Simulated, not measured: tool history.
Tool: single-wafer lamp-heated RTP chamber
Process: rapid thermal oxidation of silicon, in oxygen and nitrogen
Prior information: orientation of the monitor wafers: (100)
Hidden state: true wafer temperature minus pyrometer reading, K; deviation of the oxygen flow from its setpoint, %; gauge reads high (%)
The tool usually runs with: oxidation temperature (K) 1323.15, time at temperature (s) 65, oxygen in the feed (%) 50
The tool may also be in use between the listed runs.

run   hour  oxidation temperature (K)  time at temperature (s)  oxygen in the feed (%)  wafers since the last listed run  wafers since the last pyrometer calibration  hours since the oxygen flow controller was replaced  hours since the gauge calibration  read-back reference wafer on the same gauge, thickness  oxide thickness on the monitor wafer (Å)
  1      0                    1323.15                       48                      50                                 0                                         7242                                               3178.8                                6.2                                                   6.042                                     65.69
  2   12.1                    1323.15                       48                      50                                88                                         7331                                               3190.9                               18.3                                                   6.037                                     65.38
  3   27.7                    1330.15                       65                      50                               114                                         7445                                               3206.5                               33.9                                                   6.038                                     78.76
  4   43.1                    1330.15                       65                      50                               113                                         7558                                               3221.9                               49.3                                                    6.04                                      78.6
  5   50.4                    1323.15                       65                      50                                53                                         7612                                               3229.2                               56.6                                                   6.034                                      74.8
  6     59                    1323.15                       65                      50                                63                                         7675                                               3237.8                               65.2                                                   6.031                                     74.92
  7   66.4                    1323.15                       90                      50                                54                                         7730                                               3245.2                               72.6                                                   6.042                                     87.23
  8   79.2                    1323.15                       65                      50                                93                                         7824                                                 3258                               85.4                                                   6.041                                     75.19
  9   88.7                    1315.15                       89                      42                                69                                         7893                                               3267.5                               94.9                                                   6.036                                     77.42
 10  104.4                    1323.15                       45                      50                               115                                         8009                                               3283.2                              110.6                                                   6.043                                     64.36
     113.6  -- gauge calibrated
     116.2  -- oxygen flow controller replaced
 11  120.8                    1352.15                       65                      50                                61                                         8070                                                  4.6                                7.2                                                   6.042                                     91.78
 12  134.6                    1323.15                       65                      50                               101                                         8172                                                 18.4                                 21                                                   6.045                                     75.71
     155.6  -- pyrometer window cleaned and pyrometer calibrated
 13  156.1                    1323.15                       65                      50                                99                                            3                                                 39.9                               42.5                                                   6.037                                     71.16
 14  164.4                    1323.15                       92                      29                                60                                           64                                                 48.2                               50.8                                                   6.036                                     68.11
 15  176.8                    1343.15                       38                      30                                91                                          155                                                 60.6                               63.2                                                    6.04                                     53.61
 16    193                    1313.15                       54                      40                               118                                          274                                                 76.8                               79.4                                                    6.04                                     56.58
 17  208.9                    1302.15                       86                      60                               116                                          391                                                 92.7                               95.3                                                   6.038                                     74.17

Each row is a separate what-if for the run after 17, all from the same tool condition, not one after another. Results?
  A  209.4                    1323.15                       65                      50                                 3                                          395                                                 93.2                               95.8                                                       ?                                         ?
  B  209.4                    1344.15                       84                      78                                 3                                          395                                                 93.2                               95.8                                                       ?                                         ?
  C  209.4                    1323.15                       89                      50                                 3                                          395                                                 93.2                               95.8                                                       ?                                         ?
  D  209.4                    1337.15                       65                      50                                 3                                          395                                                 93.2                               95.8                                                       ?                                         ?

run  read-back reference wafer on the same gauge, thickness  oxide thickness on the monitor wafer (Å)
  A                                                    6.04                                     70.85
  B                                                    6.04                                    107.29
  C                                                    6.04                                      81.5
  D                                                    6.04                                     77.85
Without the tool's hidden state the same runs would have given:
run  oxide thickness on the monitor wafer (Å)
  A                                     70.75
  B                                    107.15
  C                                     81.39
  D                                     77.74
